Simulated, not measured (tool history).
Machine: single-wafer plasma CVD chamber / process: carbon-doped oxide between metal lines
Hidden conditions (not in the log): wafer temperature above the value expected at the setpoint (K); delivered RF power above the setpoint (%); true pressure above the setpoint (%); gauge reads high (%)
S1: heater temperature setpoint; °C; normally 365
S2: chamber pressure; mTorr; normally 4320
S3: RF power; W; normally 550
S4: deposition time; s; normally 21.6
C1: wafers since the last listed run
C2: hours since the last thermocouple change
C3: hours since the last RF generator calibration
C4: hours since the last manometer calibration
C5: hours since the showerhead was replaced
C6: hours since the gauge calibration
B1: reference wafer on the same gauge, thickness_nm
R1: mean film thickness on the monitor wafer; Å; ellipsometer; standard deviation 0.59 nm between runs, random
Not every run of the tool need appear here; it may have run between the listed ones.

| run | hour | S1 | S2 | S3 | S4 | C1 | C2 | C3 | C4 | C5 | C6 | B1 | R1 |
|---|---|---|---|---|---|---|---|---|---|---|---|---|---|
| 1 | 0 | 365 | 4320 | 550 | 21.6 | 0 | 1941.7 | 63.9 | 1607.1 | 5522.3 | 2487 | 133.145 | 1196.98 |
| 2 | 30.2 | 365 | 5150 | 550 | 23.2 | 647 | 1971.9 | 94.1 | 1637.3 | 5552.5 | 2517.2 | 133.071 | 1313.22 |
| 3 | 57 | 365 | 4320 | 550 | 21.6 | 574 | 1998.7 | 120.9 | 1664.1 | 5579.3 | 2544 | 132.869 | 1198.76 |
| 4 | 101.1 | 365 | 4320 | 550 | 21.6 | 944 | 2042.8 | 165 | 1708.2 | 5623.4 | 2588.1 | 132.949 | 1203.76 |
| 5 | 126.6 | 365 | 4320 | 550 | 21.6 | 546 | 2068.3 | 190.5 | 1733.7 | 5648.9 | 2613.6 | 133.04 | 1190.9 |
| 6 | 194.3 | 365 | 4320 | 550 | 21.6 | 1450 | 2136 | 258.2 | 1801.4 | 5716.6 | 2681.3 | 132.97 | 1195.93 |
| 7 | 229.7 | 365 | 5160 | 550 | 18.8 | 758 | 2171.4 | 293.6 | 1836.8 | 5752 | 2716.7 | 132.898 | 1065.62 |
|  | 278 | gauge calibrated |
|  | 328.8 | capacitance manometer re-zeroed and calibrated |
| 8 | 363.8 | 378 | 4320 | 520 | 24.8 | 2701 | 2305.5 | 427.7 | 35 | 5886.1 | 85.8 | 132.95 | 1275.48 |
|  | 376 | thermocouple changed; heater temperature recalibrated |
| 9 | 412.5 | 365 | 3410 | 550 | 21.6 | 871 | 36.5 | 476.4 | 83.7 | 5934.8 | 134.5 | 132.944 | 1152.9 |
|  | 425.7 | showerhead replaced |
| 10 | 470 | 365 | 3410 | 550 | 21.6 | 1060 | 94 | 533.9 | 141.2 | 44.3 | 192 | 132.876 | 1148.4 |
| 11 | 535.1 | 354 | 4320 | 585 | 21.6 | 1394 | 159.1 | 599 | 206.3 | 109.4 | 257.1 | 133.052 | 1275.11 |
| 12 | 560.1 | 353 | 4920 | 550 | 21.6 | 535 | 184.1 | 624 | 231.3 | 134.4 | 282.1 | 132.93 | 1233.6 |
| 13 | 625.8 | 354 | 3240 | 550 | 21.6 | 1407 | 249.8 | 689.7 | 297 | 200.1 | 347.8 | 133.205 | 1158.84 |
| 14 | 663.3 | 365 | 3810 | 550 | 23.4 | 803 | 287.3 | 727.2 | 334.5 | 237.6 | 385.3 | 133.092 | 1255.4 |
| 15 | 721.6 | 365 | 3930 | 550 | 21.6 | 1249 | 345.6 | 785.5 | 392.8 | 295.9 | 443.6 | 133.001 | 1152.58 |
| 16 | 776.9 | 365 | 4320 | 550 | 21.6 | 1184 | 400.9 | 840.8 | 448.1 | 351.2 | 498.9 | 132.92 | 1180.93 |
| 17 | 824.1 | 353 | 4320 | 640 | 21.6 | 1011 | 448.1 | 888 | 495.3 | 398.4 | 546.1 | 132.849 | 1347.92 |
| 18 | 855.6 | 365 | 5030 | 455 | 18.6 | 674 | 479.6 | 919.5 | 526.8 | 429.9 | 577.6 | 133.049 | 890.5 |
| 19 | 924.4 | 365 | 4320 | 550 | 21.6 | 1474 | 548.4 | 988.3 | 595.6 | 498.7 | 646.4 | 133.089 | 1174.79 |
| 20 | 964.7 | 375 | 5280 | 550 | 18.7 | 863 | 588.7 | 1028.6 | 635.9 | 539 | 686.7 | 133.032 | 1016.89 |
| 21 | 992.3 | 365 | 4320 | 520 | 24.1 | 591 | 616.3 | 1056.2 | 663.5 | 566.6 | 714.3 | 132.934 | 1252.85 |
| 22 | 1045.6 | 372 | 5230 | 650 | 18.6 | 1141 | 669.6 | 1109.5 | 716.8 | 619.9 | 767.6 | 133.164 | 1149.79 |
| 23 | 1086.2 | 365 | 5170 | 550 | 21.6 | 869 | 710.2 | 1150.1 | 757.4 | 660.5 | 808.2 | 132.952 | 1201.36 |
| 24 | 1134.1 | 365 | 4320 | 550 | 21.6 | 1026 | 758.1 | 1198 | 805.3 | 708.4 | 856.1 | 133.131 | 1158.03 |
| 25 | 1242.7 | 365 | 5300 | 485 | 21.6 | 2326 | 866.7 | 1306.6 | 913.9 | 817 | 964.7 | 133.056 | 1085.53 |
| 26 | 1284.5 | 377 | 4690 | 480 | 24.7 | 895 | 908.5 | 1348.4 | 955.7 | 858.8 | 1006.5 | 132.958 | 1164.88 |
| 27 | 1336.6 | 365 | 4320 | 655 | 20.3 | 1116 | 960.6 | 1400.5 | 1007.8 | 910.9 | 1058.6 | 132.863 | 1237.82 |

Run-by-run hidden state of the tool:
wafer temperature above the value expected at the setpoint (K): 0 on each run
true pressure above the setpoint (%): 0 on each run
gauge reads high (%): 0 on each run
H1: delivered RF power above the setpoint (%)
| run | H1 |
|---|---|
| 1 | -0.423 |
| 2 | -0.525 |
| 3 | -0.614 |
| 4 | -0.762 |
| 5 | -0.848 |
| 6 | -1.07 |
| 7 | -1.19 |
| 8 | -1.64 |
| 9 | -1.81 |
| 10 | -2 |
| 11 | -2.22 |
| 12 | -2.3 |
| 13 | -2.52 |
| 14 | -2.65 |
| 15 | -2.84 |
| 16 | -3.03 |
| 17 | -3.18 |
| 18 | -3.29 |
| 19 | -3.52 |
| 20 | -3.66 |
| 21 | -3.75 |
| 22 | -3.93 |
| 23 | -4.06 |
| 24 | -4.22 |
| 25 | -4.59 |
| 26 | -4.73 |
| 27 | -4.9 |
